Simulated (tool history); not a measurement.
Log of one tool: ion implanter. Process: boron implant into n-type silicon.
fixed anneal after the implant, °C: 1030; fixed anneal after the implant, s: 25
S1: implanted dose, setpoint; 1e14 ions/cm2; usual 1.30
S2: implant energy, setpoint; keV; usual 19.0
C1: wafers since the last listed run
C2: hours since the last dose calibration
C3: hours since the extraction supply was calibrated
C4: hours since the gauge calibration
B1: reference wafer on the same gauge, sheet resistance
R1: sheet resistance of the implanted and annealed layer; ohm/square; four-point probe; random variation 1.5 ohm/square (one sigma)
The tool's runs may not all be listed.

run 1 hour=0.0 | S1=1.30 S2=19.0 | C1=0 C2=1194.9 C3=3939.6 C4=83.3 | B1=529.16 | R1=653.67
run 2 hour=17.6 | S1=1.30 S2=19.0 | C1=495 C2=1212.5 C3=3957.2 C4=100.9 | B1=529.10 | R1=653.41
run 3 hour=26.8 | S1=1.30 S2=19.0 | C1=258 C2=1221.7 C3=3966.4 C4=110.1 | B1=529.03 | R1=655.44
run 4 hour=35.3 | S1=1.38 S2=15.0 | C1=239 C2=1230.2 C3=3974.9 C4=118.6 | B1=529.28 | R1=643.51
run 5 hour=47.7 | S1=1.54 S2=19.0 | C1=348 C2=1242.6 C3=3987.3 C4=131.0 | B1=529.05 | R1=570.81
run 6 hour=55.4 | S1=1.30 S2=19.0 | C1=216 C2=1250.3 C3=3995.0 C4=138.7 | B1=528.76 | R1=652.62
run 7 hour=67.8 | S1=1.30 S2=19.0 | C1=348 C2=1262.7 C3=4007.4 C4=151.1 | B1=529.50 | R1=655.66
run 8 hour=97.2 | S1=1.30 S2=17.5 | C1=827 C2=1292.1 C3=4036.8 C4=180.5 | B1=528.74 | R1=663.71
-- hour=122.2 Faraday cup replaced and dose calibrated
run 9 hour=122.7 | S1=1.30 S2=17.5 | C1=492 C2=0.5 C3=4062.3 C4=206.0 | B1=529.33 | R1=636.17
run 10 hour=123.0 | S1=1.30 S2=17.5 | C1=8 C2=0.8 C3=4062.6 C4=206.3 | B1=529.01 | R1=634.93
run 11 hour=172.8 | S1=1.30 S2=15.0 | C1=1401 C2=50.6 C3=4112.4 C4=256.1 | B1=529.55 | R1=649.93
run 12 hour=185.0 | S1=1.30 S2=23.0 | C1=343 C2=62.8 C3=4124.6 C4=268.3 | B1=529.26 | R1=609.16
run 13 hour=193.7 | S1=1.30 S2=23.0 | C1=244 C2=71.5 C3=4133.3 C4=277.0 | B1=528.90 | R1=611.96
run 14 hour=202.4 | S1=1.02 S2=19.0 | C1=244 C2=80.2 C3=4142.0 C4=285.7 | B1=528.40 | R1=761.31
-- hour=217.7 extraction supply calibrated
run 15 hour=219.3 | S1=1.30 S2=19.0 | C1=250 C2=97.1 C3=1.6 C4=302.6 | B1=528.35 | R1=627.18
run 16 hour=229.4 | S1=1.30 S2=24.5 | C1=284 C2=107.2 C3=11.7 C4=312.7 | B1=529.11 | R1=606.07
run 17 hour=235.7 | S1=1.40 S2=19.0 | C1=177 C2=113.5 C3=18.0 C4=319.0 | B1=529.35 | R1=593.03
-- hour=249.6 gauge calibrated
run 18 hour=253.2 | S1=1.30 S2=13.0 | C1=492 C2=131.0 C3=35.5 C4=3.6 | B1=528.90 | R1=663.71
run 19 hour=261.6 | S1=1.59 S2=16.0 | C1=236 C2=139.4 C3=43.9 C4=12.0 | B1=529.26 | R1=550.76
run 20 hour=275.1 | S1=1.30 S2=19.0 | C1=379 C2=152.9 C3=57.4 C4=25.5 | B1=528.70 | R1=630.86
run 21 hour=285.5 | S1=0.94 S2=19.0 | C1=292 C2=163.3 C3=67.8 C4=35.9 | B1=529.38 | R1=807.98
run 22 hour=322.4 | S1=1.30 S2=19.0 | C1=1038 C2=200.2 C3=104.7 C4=72.8 | B1=529.21 | R1=631.63
run 23 hour=334.7 | S1=1.01 S2=17.0 | C1=346 C2=212.5 C3=117.0 C4=85.1 | B1=528.85 | R1=780.13
run 24 hour=345.4 | S1=1.05 S2=14.5 | C1=301 C2=223.2 C3=127.7 C4=95.8 | B1=528.96 | R1=779.92
run 25 hour=354.9 | S1=1.10 S2=25.0 | C1=267 C2=232.7 C3=137.2 C4=105.3 | B1=528.79 | R1=684.21
run 26 hour=366.9 | S1=1.30 S2=19.0 | C1=337 C2=244.7 C3=149.2 C4=117.3 | B1=529.29 | R1=635.66
run 27 hour=378.0 | S1=1.30 S2=19.0 | C1=312 C2=255.8 C3=160.3 C4=128.4 | B1=529.27 | R1=632.08

Measured less the same run without the tool's hidden state. The same run-to-run variation is in both; the gauge's scatter may not be:
The hidden state here: deviation of the true dose from the Faraday cup's reading, %; deviation of the true energy from its setpoint, %; gauge reads high (%).
run=1 R1=+23.27
run=2 R1=+23.61
run=3 R1=+23.87
run=4 R1=+24.19
run=5 R1=+21.61
run=6 R1=+24.33
run=7 R1=+24.69
run=8 R1=+25.77
run=9 R1=-2.77
run=10 R1=-2.76
run=11 R1=-1.85
run=12 R1=-1.45
run=13 R1=-1.30
run=14 R1=-1.38
run=15 R1=-0.87
run=16 R1=-0.64
run=17 R1=-0.53
run=18 R1=-0.24
run=19 R1=-0.06
run=20 R1=+0.20
run=21 R1=+0.48
run=22 R1=+1.11
run=23 R1=+1.60
run=24 R1=+1.88
run=25 R1=+1.77
run=26 R1=+1.97
run=27 R1=+2.18

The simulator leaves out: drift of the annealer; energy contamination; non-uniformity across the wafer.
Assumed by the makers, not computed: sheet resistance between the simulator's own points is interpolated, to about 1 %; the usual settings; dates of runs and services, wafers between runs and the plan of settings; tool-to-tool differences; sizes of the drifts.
